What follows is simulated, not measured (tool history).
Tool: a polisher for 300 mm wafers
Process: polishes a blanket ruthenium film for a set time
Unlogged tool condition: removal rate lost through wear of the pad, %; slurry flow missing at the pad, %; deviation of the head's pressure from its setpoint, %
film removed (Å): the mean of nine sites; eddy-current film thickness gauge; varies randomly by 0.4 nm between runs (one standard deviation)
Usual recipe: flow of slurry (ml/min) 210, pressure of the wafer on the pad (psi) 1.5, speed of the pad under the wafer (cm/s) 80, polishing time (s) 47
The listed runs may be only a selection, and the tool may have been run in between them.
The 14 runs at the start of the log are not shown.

run    hour  flow of slurry (ml/min)  pressure of the wafer on the pad (psi)  speed of the pad under the wafer (cm/s)  polishing time (s)  wafers since the last listed run  wafers polished on this pad  hours since the slurry nozzle was cleaned  hours since the head pressure was calibrated  incoming thickness of the incoming film, nm  film removed (Å)
 15   640.8                      210                                     1.5                                       80                  47                               379                         3725                                      236.9                                         599.4                                        370.8               299
 16   672.0                      210                                     1.5                                       80                  47                               385                         4110                                      268.1                                         630.6                                        372.4               302
      690.6  -- head pressure recalibrated
 17   743.6                      210                                     1.5                                       80                  47                               859                         4970                                      339.7                                          53.0                                        370.8               306
 18   770.1                      190                                     1.0                                       80                  62                               327                         5298                                      366.2                                          79.5                                        368.7               302
 19   798.3                      210                                     1.5                                       80                  40                               348                         5646                                      394.4                                         107.7                                        372.1               259
      821.6  -- worn pad replaced by a new one, repeated, since the last time left the tool worse
 20   868.3                      275                                     1.5                                       90                  47                               815                          576                                      464.4                                         177.7                                        365.3               385
      873.6  -- slurry nozzle cleaned
 21  1035.3                      210                                     1.5                                       56                  41                              2050                         2627                                      161.7                                         344.7                                        370.7               244
 22  1068.7                      155                                     1.0                                       80                  60                               412                         3040                                      195.1                                         378.1                                        374.3               327
 23  1122.9                      265                                     1.0                                      100                  39                               669                         3710                                      249.3                                         432.3                                        369.8               247
 24  1158.1                      210                                     1.5                                       80                  47                               434                         4144                                      284.5                                         467.5                                        374.7               335
 25  1228.7                      270                                     1.7                                       80                  34                               872                         5017                                      355.1                                         538.1                                        374.4               276
     1251.5  -- head pressure recalibrated
 26  1261.9                      210                                     1.5                                       80                  47                               385                         5402                                      388.3                                          10.4                                        373.5               337
 27  1296.8                      210                                     1.7                                       98                  47                               431                         5833                                      423.2                                          45.3                                        364.5               418
     1318.2  -- worn pad replaced by a new one
 28  1329.7                      210                                     1.5                                      104                  47                               357                          142                                      456.1                                          78.2                                        370.8               416
 29  1383.5                      275                                     1.9                                       52                  34                               664                          807                                      509.9                                         132.0                                        361.7               239
     1389.7  -- slurry nozzle cleaned
 30  1442.1                      210                                     1.5                                       66                  47                               711                         1518                                       52.4                                         190.6                                        366.1               306
 31  1483.0                      185                                     1.5                                       52                  47                               505                         2024                                       93.3                                         231.5                                        372.0               264
 32  1538.5                      275                                     1.5                                       90                  47                               685                         2709                                      148.8                                         287.0                                        363.5               378
 33  1574.9                      275                                     1.3                                       68                  38                               449                         3159                                      185.2                                         323.4                                        371.9               230
 34  1601.5                      170                                     2.0                                       70                  59                               328                         3488                                      211.8                                         350.0                                        371.0               490
 35  1655.4                      210                                     1.5                                       80                  47                               665                         4154                                      265.7                                         403.9                                        370.6               335
 36  1720.4                      210                                     1.5                                       80                  47                               803                         4957                                      330.7                                         468.9                                        378.0               340
     1748.9  -- worn pad replaced by a new one
 37  1775.6                      210                                     1.5                                       80                  60                               632                          330                                      385.9                                         524.1                                        367.6               445
 38  1807.2                      210                                     1.5                                       80                  47                               390                          720                                      417.5                                         555.7                                        369.6               341

Consider 3 possible next runs. They are alternatives, not a sequence: every one starts from the tool as it was left by run 38. What does each give?
  A  1807.6                      210                                     1.5                                       80                  47                                 4                          725                                      417.9                                         556.1                                        374.3                 ?
  B  1807.6                      210                                     1.5                                       56                  47                                 4                          725                                      417.9                                         556.1                                        374.3                 ?
  C  1807.6                      160                                     1.9                                      106                  47                                 4                          725                                      417.9                                         556.1                                        374.3                 ?

run  film removed (Å)
  A               348
  B               286
  C               486
The same runs, with their run-to-run variation unchanged, on a tool lacking any hidden condition would have given:
run  film removed (Å)
  A               357
  B               293
  C               498

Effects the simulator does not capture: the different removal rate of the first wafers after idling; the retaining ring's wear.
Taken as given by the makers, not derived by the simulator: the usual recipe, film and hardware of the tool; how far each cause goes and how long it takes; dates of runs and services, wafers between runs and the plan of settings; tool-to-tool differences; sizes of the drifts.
